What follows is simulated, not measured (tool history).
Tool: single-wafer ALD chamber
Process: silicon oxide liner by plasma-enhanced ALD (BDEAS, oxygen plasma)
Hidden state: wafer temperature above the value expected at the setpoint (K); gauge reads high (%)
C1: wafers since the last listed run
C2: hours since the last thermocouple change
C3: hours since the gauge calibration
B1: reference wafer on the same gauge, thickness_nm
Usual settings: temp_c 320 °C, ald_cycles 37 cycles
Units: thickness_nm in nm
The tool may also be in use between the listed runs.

Run 1, hour 0.0: usual settings; C1 0; C2 1791.0; C3 164.0; B1 3.410. Result: thickness_nm 3.143 nm.
Run 2, hour 89.7: usual settings; C1 427; C2 1880.7; C3 253.7; B1 3.403. Result: thickness_nm 3.137 nm.
Run 3, hour 140.0: usual settings; C1 239; C2 1931.0; C3 304.0; B1 3.393. Result: thickness_nm 3.114 nm.
Run 4, hour 203.0: usual settings; C1 300; C2 1994.0; C3 367.0; B1 3.383. Result: thickness_nm 3.122 nm.
Run 5, hour 255.6: usual settings; C1 250; C2 2046.6; C3 419.6; B1 3.375. Result: thickness_nm 3.108 nm.
At hour 284.7: gauge calibrated.
Run 6, hour 301.7: usual settings; C1 219; C2 2092.7; C3 17.0; B1 3.418. Result: thickness_nm 3.151 nm.
At hour 346.6: thermocouple changed; heater temperature recalibrated.
Run 7, hour 380.9: usual settings; C1 339; C2 34.3; C3 96.2; B1 3.416. Result: thickness_nm 3.146 nm.
Run 8, hour 429.5: usual settings but temp_c 331 °C, ald_cycles 30 cycles; C1 231; C2 82.9; C3 144.8; B1 3.417. Result: thickness_nm 2.510 nm.
Run 9, hour 530.3: usual settings but temp_c 305 °C; C1 480; C2 183.7; C3 245.6; B1 3.406. Result: thickness_nm 3.209 nm.
Run 10, hour 589.2: usual settings but temp_c 305 °C; C1 281; C2 242.6; C3 304.5; B1 3.396. Result: thickness_nm 3.190 nm.
Run 11, hour 628.9: usual settings but temp_c 315 °C, ald_cycles 30 cycles; C1 189; C2 282.3; C3 344.2; B1 3.392. Result: thickness_nm 2.547 nm.
Run 12, hour 731.7: usual settings; C1 490; C2 385.1; C3 447.0; B1 3.372. Result: thickness_nm 3.086 nm.
Run 13, hour 774.4: usual settings but temp_c 331 °C; C1 203; C2 427.8; C3 489.7; B1 3.363. Result: thickness_nm 3.054 nm.
At hour 816.9: gauge calibrated.
Run 14, hour 841.9: usual settings but temp_c 306 °C, ald_cycles 34 cycles; C1 322; C2 495.3; C3 25.0; B1 3.418. Result: thickness_nm 2.938 nm.

5 ways to go on from here, each from the tool as it stands after run 14. What would each give?
Run A, hour 842.4: usual settings but ald_cycles 40 cycles; C1 2; C2 495.8; C3 25.5; B1 ?. Result: thickness_nm ?.
Run B, hour 842.4: usual settings but ald_cycles 32 cycles; C1 2; C2 495.8; C3 25.5; B1 ?. Result: thickness_nm ?.
Run C, hour 842.4: usual settings but temp_c 310 °C, ald_cycles 31 cycles; C1 2; C2 495.8; C3 25.5; B1 ?. Result: thickness_nm ?.
Run D, hour 842.4: usual settings but temp_c 313 °C, ald_cycles 42 cycles; C1 2; C2 495.8; C3 25.5; B1 ?. Result: thickness_nm ?.
Run E, hour 842.4: usual settings but temp_c 309 °C, ald_cycles 34 cycles; C1 2; C2 495.8; C3 25.5; B1 ?. Result: thickness_nm ?.

run     B1  thickness_nm
  A  3.419         3.394
  B  3.419         2.716
  C  3.419         2.668
  D  3.419         3.599
  E  3.419         2.930
Without the tool's hidden state the same runs would have given:
run  thickness_nm
  A         3.387
  B         2.710
  C         2.662
  D         3.592
  E         2.924
